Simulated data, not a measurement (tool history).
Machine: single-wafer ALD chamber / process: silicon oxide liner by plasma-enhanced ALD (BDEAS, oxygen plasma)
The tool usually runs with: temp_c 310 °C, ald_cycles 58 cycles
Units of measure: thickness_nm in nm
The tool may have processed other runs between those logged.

run,hour,temp_c,ald_cycles,"read-back reference wafer on the same gauge, thickness_nm",thickness_nm
1,0.0,307,58,4.397,5.155
2,8.5,307,58,4.408,5.164
3,21.9,307,58,4.409,5.175
4,29.4,310,58,4.411,5.139
5,47.1,310,58,4.412,5.159
6,62.9,310,58,4.425,5.194
# hour 75.6: thermocouple changed; heater temperature recalibrated
7,78.7,302,66,4.430,5.932
# hour 78.9: gauge calibrated
8,93.5,302,66,4.374,5.868
9,109.2,302,66,4.371,5.866
10,125.9,315,52,4.371,4.534
11,143.0,298,69,4.376,6.215
12,155.1,310,49,4.372,4.327
13,166.9,317,55,4.378,4.788
14,176.9,314,58,4.373,5.050
15,190.7,302,66,4.375,5.882
16,221.0,310,58,4.387,5.130
17,235.3,300,53,4.389,4.761
18,243.7,302,67,4.389,5.981

For each run, what was the tool's unlogged condition?
wafer temperature above the value expected at the setpoint (K): 0, the same for each run
H1: gauge reads high (%)
run,H1
1,0.697
2,0.752
3,0.844
4,0.899
5,1.03
6,1.16
7,1.3
8,0.00886
9,0.0202
10,0.0409
11,0.0715
12,0.0988
13,0.13
14,0.16
15,0.206
16,0.33
17,0.399
18,0.442
